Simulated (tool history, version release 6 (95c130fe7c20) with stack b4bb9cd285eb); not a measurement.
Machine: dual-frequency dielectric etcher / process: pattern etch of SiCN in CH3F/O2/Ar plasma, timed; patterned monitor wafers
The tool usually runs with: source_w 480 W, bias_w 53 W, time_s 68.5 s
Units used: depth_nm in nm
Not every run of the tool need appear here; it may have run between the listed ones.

| run | day | source_w | bias_w | time_s | read-back reference wafer on the same gauge, depth_nm | depth_nm |
|---|---|---|---|---|---|---|
| 1 | 0 | 480 | 53 | 68.5 | 22.5 | 22.09 |
| 2 | 0.925 | 480 | 62 | 68.5 | 22.49 | 23.28 |
| 3 | 1.854 | 480 | 62 | 68.5 | 22.51 | 23.37 |
| 4 | 2.979 | 480 | 45 | 57.5 | 22.5 | 17.44 |
| 5 | 4.121 | 480 | 53 | 68.5 | 22.5 | 22.1 |
| 6 | 5.562 | 480 | 53 | 68.5 | 22.49 | 22.06 |
| 7 | 6.367 | 480 | 53 | 68.5 | 22.51 | 21.85 |
| 8 | 7.8 | 480 | 53 | 81.5 | 22.5 | 26.11 |
| 9 | 8.654 | 480 | 53 | 81.5 | 22.49 | 26.15 |
| 10 | 9.342 | 480 | 53 | 68.5 | 22.5 | 21.9 |
| 11 | 10.475 | 480 | 53 | 68.5 | 22.5 | 21.95 |
| 12 | 11.617 | 480 | 53 | 68.5 | 22.5 | 21.82 |
| 13 | 12.704 | 480 | 53 | 68.5 | 22.49 | 21.98 |
| 14 | 13.679 | 480 | 53 | 68.5 | 22.51 | 21.82 |
| 15 | 15.088 | 480 | 53 | 58.5 | 22.51 | 19.13 |
| 16 | 16.529 | 480 | 57 | 80 | 22.5 | 26.61 |
| 17 | 20.25 | 480 | 53 | 74.5 | 22.51 | 24.12 |
| 18 | 20.804 | 400 | 49 | 73.5 | 22.5 | 21.2 |
| 19 | 22 | 480 | 53 | 68.5 | 22.5 | 22.24 |
| 20 | 23.296 | 480 | 53 | 68.5 | 22.51 | 22.16 |
| 21 | 24.5 | 480 | 53 | 68.5 | 22.5 | 22.1 |
| 22 | 25.854 | 570 | 58 | 50 | 22.51 | 18.12 |
| 23 | 27.125 | 450 | 60 | 56.5 | 22.49 | 18.43 |
| 24 | 28.304 | 480 | 49 | 68.5 | 22.5 | 21.48 |
| 25 | 29.525 | 510 | 53 | 77 | 22.5 | 25.52 |
| 26 | 30.854 | 520 | 48 | 50.5 | 22.5 | 16.22 |
| 27 | 32.292 | 520 | 48 | 50.5 | 22.5 | 16.33 |
| 28 | 33.038 | 590 | 45 | 81 | 22.48 | 27.2 |
| 29 | 33.692 | 480 | 53 | 68.5 | 22.5 | 21.94 |
| 30 | 35 | 480 | 60 | 74.5 | 22.49 | 24.9 |
| 31 | 36.012 | 480 | 62 | 57.5 | 22.49 | 19.45 |

Missing from the log above: 5 entries noted between runs. For each, name the pair of listed runs it sits between and say how the tool's hidden condition differs from the listed run just before to the listed run just after:
From run 14 to run 15: source power generator calibrated (day 14.8); wet clean of the chamber (day 14.812)
  etch rate over this chamber's usual, %: -2.2 -> 0.192
  measured minus no-state result, depth_nm: -0.49 -> +0.04 nm
From run 16 to run 17: upper electrode replaced (day 18.679)
  etch rate over this chamber's usual, %: 0.0524 -> -0.309
  measured minus no-state result, depth_nm: +0.01 -> -0.08 nm
From run 18 to run 19: bias power generator calibrated (day 21.217)
  etch rate over this chamber's usual, %: -0.363 -> -0.479
  measured minus no-state result, depth_nm: -0.08 -> -0.1 nm
From run 19 to run 20: gauge calibrated (day 22.825)
  etch rate over this chamber's usual, %: -0.479 -> -0.605
  measured minus no-state result, depth_nm: -0.1 -> -0.14 nm
